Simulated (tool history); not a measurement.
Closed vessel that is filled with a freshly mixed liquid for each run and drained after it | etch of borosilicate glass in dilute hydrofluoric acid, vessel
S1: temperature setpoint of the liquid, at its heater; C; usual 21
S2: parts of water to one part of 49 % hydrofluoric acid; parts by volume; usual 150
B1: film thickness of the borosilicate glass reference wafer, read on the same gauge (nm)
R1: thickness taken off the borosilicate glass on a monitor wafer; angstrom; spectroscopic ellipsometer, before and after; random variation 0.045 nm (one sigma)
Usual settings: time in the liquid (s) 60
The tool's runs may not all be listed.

{"run": 1, "hour": 0.0, "S1": 21, "S2": 120, "time in the liquid (s)": 35, "B1": 111.59, "R1": 76.1}
{"run": 2, "hour": 27.6, "S1": 21, "S2": 105, "time in the liquid (s)": 60, "B1": 111.64, "R1": 151.2}
{"run": 3, "hour": 56.1, "S1": 21, "S2": 105, "time in the liquid (s)": 60, "B1": 111.66, "R1": 150.9}
{"run": 4, "hour": 77.3, "S1": 21, "S2": 105, "time in the liquid (s)": 60, "B1": 111.66, "R1": 152.4}
{"run": 5, "hour": 99.1, "S1": 21, "S2": 150, "time in the liquid (s)": 60, "B1": 111.71, "R1": 100.9}
{"run": 6, "hour": 120.8, "S1": 21, "S2": 120, "time in the liquid (s)": 45, "B1": 111.68, "R1": 98.5}
{"hour": 140.0, "done": "gauge calibrated"}
{"run": 7, "hour": 141.9, "S1": 21, "S2": 120, "time in the liquid (s)": 45, "B1": 109.97, "R1": 96.4}
{"run": 8, "hour": 173.2, "S1": 21, "S2": 185, "time in the liquid (s)": 60, "B1": 110.36, "R1": 78.8}
{"run": 9, "hour": 187.7, "S1": 17, "S2": 150, "time in the liquid (s)": 70, "B1": 110.5, "R1": 99}
{"run": 10, "hour": 207.2, "S1": 18, "S2": 185, "time in the liquid (s)": 60, "B1": 110.67, "R1": 69.7}
{"run": 11, "hour": 222.7, "S1": 21, "S2": 150, "time in the liquid (s)": 60, "B1": 110.8, "R1": 100}
{"hour": 229.0, "done": "hydrofluoric acid flow meter replaced"}
{"run": 12, "hour": 238.5, "S1": 24, "S2": 190, "time in the liquid (s)": 85, "B1": 110.93, "R1": 121}
{"hour": 243.6, "done": "thermometer replaced"}
{"run": 13, "hour": 251.3, "S1": 21, "S2": 195, "time in the liquid (s)": 90, "B1": 111, "R1": 110.3}
{"run": 14, "hour": 284.5, "S1": 23, "S2": 150, "time in the liquid (s)": 60, "B1": 111.17, "R1": 108.5}
{"run": 15, "hour": 309.2, "S1": 18, "S2": 185, "time in the liquid (s)": 60, "B1": 111.27, "R1": 70.1}
{"run": 16, "hour": 331.6, "S1": 21, "S2": 150, "time in the liquid (s)": 60, "B1": 111.4, "R1": 101.6}

5 ways to go on from here, each from the tool as it stands after run 16. What would each give?
{"run": "A", "hour": 332.3, "S1": 21, "S2": 150, "time in the liquid (s)": 60, "B1": "?", "R1": "?"}
{"run": "B", "hour": 332.3, "S1": 21, "S2": 205, "time in the liquid (s)": 60, "B1": "?", "R1": "?"}
{"run": "C", "hour": 332.3, "S1": 17, "S2": 110, "time in the liquid (s)": 70, "B1": "?", "R1": "?"}
{"run": "D", "hour": 332.3, "S1": 21, "S2": 75, "time in the liquid (s)": 70, "B1": "?", "R1": "?"}
{"run": "E", "hour": 332.3, "S1": 21, "S2": 150, "time in the liquid (s)": 50, "B1": "?", "R1": "?"}

run=A B1=111.35 R1=101.2
run=B B1=111.35 R1=69.9
run=C B1=111.35 R1=142.6
run=D B1=111.35 R1=256.8
run=E B1=111.35 R1=84.3
Without the tool's hidden state the same runs would have given:
run=A R1=99.9
run=B R1=69.1
run=C R1=140.9
run=D R1=253.7
run=E R1=83.3
